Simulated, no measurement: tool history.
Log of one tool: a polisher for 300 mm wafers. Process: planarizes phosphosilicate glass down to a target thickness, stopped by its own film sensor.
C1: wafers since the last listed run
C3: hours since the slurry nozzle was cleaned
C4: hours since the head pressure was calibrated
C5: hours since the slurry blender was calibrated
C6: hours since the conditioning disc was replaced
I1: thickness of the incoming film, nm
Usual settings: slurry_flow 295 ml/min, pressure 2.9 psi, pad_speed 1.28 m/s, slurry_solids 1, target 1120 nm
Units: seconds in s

run 1 hour=0 | slurry_flow=295 pressure=2.9 pad_speed=1.28 slurry_solids=1 target=1120 | C1=0 wafers_polished_on_this_pad=43 C3=56.9 C4=1037.8 C5=50.8 C6=87.1 | I1=1765.9 | seconds=64.8
run 2 hour=32 | slurry_flow=295 pressure=2.9 pad_speed=1.28 slurry_solids=1 target=1120 | C1=399 wafers_polished_on_this_pad=443 C3=88.9 C4=1069.8 C5=82.8 C6=119.1 | I1=1760.6 | seconds=63.6
run 3 hour=50.8 | slurry_flow=295 pressure=3.5 pad_speed=1.28 slurry_solids=1 target=1120 | C1=234 wafers_polished_on_this_pad=678 C3=107.7 C4=1088.6 C5=101.6 C6=137.9 | I1=1777.4 | seconds=56.5
run 4 hour=85.5 | slurry_flow=295 pressure=2.9 pad_speed=1.28 slurry_solids=1 target=1120 | C1=433 wafers_polished_on_this_pad=1111 C3=142.4 C4=1123.3 C5=136.3 C6=172.6 | I1=1745.2 | seconds=64.6
-- hour=103.5 worn pad replaced by a new one
run 5 hour=104 | slurry_flow=295 pressure=2.9 pad_speed=1.28 slurry_solids=1 target=1120 | C1=181 wafers_polished_on_this_pad=6 C3=160.9 C4=1141.8 C5=154.8 C6=191.1 | I1=1770.9 | seconds=67.5
run 6 hour=120.7 | slurry_flow=295 pressure=2.9 pad_speed=1.28 slurry_solids=1 target=1120 | C1=208 wafers_polished_on_this_pad=215 C3=177.6 C4=1158.5 C5=171.5 C6=207.8 | I1=1765.9 | seconds=66.9
run 7 hour=144.3 | slurry_flow=295 pressure=2.4 pad_speed=1.28 slurry_solids=1 target=1120 | C1=294 wafers_polished_on_this_pad=510 C3=201.2 C4=1182.1 C5=195.1 C6=231.4 | I1=1769.6 | seconds=81.6
run 8 hour=169.9 | slurry_flow=295 pressure=2.4 pad_speed=1.28 slurry_solids=1 target=1120 | C1=319 wafers_polished_on_this_pad=829 C3=226.8 C4=1207.7 C5=220.7 C6=257 | I1=1763.1 | seconds=80.9
-- hour=185.4 head pressure recalibrated
run 9 hour=199.9 | slurry_flow=295 pressure=2.9 pad_speed=1.06 slurry_solids=1 target=1217 | C1=349 wafers_polished_on_this_pad=1179 C3=256.8 C4=14.5 C5=250.7 C6=287 | I1=1763.2 | seconds=67.5
-- hour=212.7 worn pad replaced by a new one, of another model than before
run 10 hour=226.1 | slurry_flow=295 pressure=2.9 pad_speed=1.06 slurry_solids=1 target=1217 | C1=277 wafers_polished_on_this_pad=167 C3=283 C4=40.7 C5=276.9 C6=313.2 | I1=1744.5 | seconds=60.4
run 11 hour=255.3 | slurry_flow=260 pressure=2.9 pad_speed=1.28 slurry_solids=1 target=1120 | C1=364 wafers_polished_on_this_pad=532 C3=312.2 C4=69.9 C5=306.1 C6=342.4 | I1=1750.2 | seconds=68.8
run 12 hour=278.9 | slurry_flow=245 pressure=2.6 pad_speed=1.28 slurry_solids=1 target=1339 | C1=294 wafers_polished_on_this_pad=827 C3=335.8 C4=93.5 C5=329.7 C6=366 | I1=1776.4 | seconds=52.1
run 13 hour=296.9 | slurry_flow=295 pressure=2.9 pad_speed=1.28 slurry_solids=0.8 target=1281 | C1=224 wafers_polished_on_this_pad=1052 C3=353.8 C4=111.5 C5=347.7 C6=384 | I1=1770 | seconds=59.2
-- hour=309.3 worn pad replaced by a new one
run 14 hour=316.3 | slurry_flow=295 pressure=2.9 pad_speed=1.28 slurry_solids=1 target=1120 | C1=192 wafers_polished_on_this_pad=87 C3=373.2 C4=130.9 C5=367.1 C6=403.4 | I1=1742.7 | seconds=69.8
run 15 hour=330.2 | slurry_flow=340 pressure=2.9 pad_speed=1.28 slurry_solids=0.9 target=1120 | C1=173 wafers_polished_on_this_pad=261 C3=387.1 C4=144.8 C5=381 C6=417.3 | I1=1735.9 | seconds=71.2
-- hour=337 slurry nozzle cleaned
run 16 hour=345.6 | slurry_flow=295 pressure=2.9 pad_speed=1.28 slurry_solids=1 target=1120 | C1=179 wafers_polished_on_this_pad=441 C3=8.6 C4=160.2 C5=396.4 C6=432.7 | I1=1773.5 | seconds=72.1
run 17 hour=362.2 | slurry_flow=195 pressure=2.9 pad_speed=1.28 slurry_solids=1 target=1120 | C1=207 wafers_polished_on_this_pad=648 C3=25.2 C4=176.8 C5=413 C6=449.3 | I1=1738.4 | seconds=75.4
-- hour=370.3 conditioning disc replaced and pad reconditioned
run 18 hour=383 | slurry_flow=295 pressure=2.9 pad_speed=1.28 slurry_solids=1 target=1120 | C1=234 wafers_polished_on_this_pad=883 C3=46 C4=197.6 C5=433.8 C6=12.7 | I1=1743.9 | seconds=60.4
-- hour=397.6 slurry blender recalibrated
run 19 hour=405 | slurry_flow=365 pressure=3.7 pad_speed=1.28 slurry_solids=1 target=1120 | C1=249 wafers_polished_on_this_pad=1133 C3=68 C4=219.6 C5=7.4 C6=34.7 | I1=1760.3 | seconds=52.8
-- hour=410.3 worn pad replaced by a new one
run 20 hour=438.7 | slurry_flow=255 pressure=3.9 pad_speed=1.28 slurry_solids=1 target=1208 | C1=370 wafers_polished_on_this_pad=355 C3=101.7 C4=253.3 C5=41.1 C6=68.4 | I1=1764.6 | seconds=45.9
run 21 hour=454.8 | slurry_flow=240 pressure=2.9 pad_speed=1.46 slurry_solids=1 target=966 | C1=201 wafers_polished_on_this_pad=556 C3=117.8 C4=269.4 C5=57.2 C6=84.5 | I1=1792.3 | seconds=78.8
run 22 hour=486.6 | slurry_flow=295 pressure=2.9 pad_speed=1.5 slurry_solids=1 target=1120 | C1=397 wafers_polished_on_this_pad=953 C3=149.6 C4=301.2 C5=89 C6=116.3 | I1=1758.4 | seconds=58.7
-- hour=515.8 worn pad replaced by a new one
run 23 hour=520.3 | slurry_flow=295 pressure=2.9 pad_speed=0.88 slurry_solids=1 target=1024 | C1=370 wafers_polished_on_this_pad=56 C3=183.3 C4=334.9 C5=122.7 C6=150 | I1=1772.2 | seconds=89.2

3 ways to go on from here, each from the tool as it stands after run 23. What would each give?
run A hour=520.8 | slurry_flow=295 pressure=2.9 pad_speed=1.28 slurry_solids=1 target=1120 | C1=6 wafers_polished_on_this_pad=62 C3=183.8 C4=335.4 C5=123.2 C6=150.5 | I1=1775.7 | seconds=?
run B hour=520.8 | slurry_flow=295 pressure=2.9 pad_speed=1.28 slurry_solids=0.8 target=1120 | C1=6 wafers_polished_on_this_pad=62 C3=183.8 C4=335.4 C5=123.2 C6=150.5 | I1=1775.7 | seconds=?
run C hour=520.8 | slurry_flow=295 pressure=2.9 pad_speed=1.28 slurry_solids=1.1 target=1120 | C1=6 wafers_polished_on_this_pad=62 C3=183.8 C4=335.4 C5=123.2 C6=150.5 | I1=1775.7 | seconds=?

run=A seconds=66.6
run=B seconds=73.9
run=C seconds=63.9
Without the tool's hidden state the same runs would have given:
run=A seconds=61.6
run=B seconds=68.4
run=C seconds=59.1
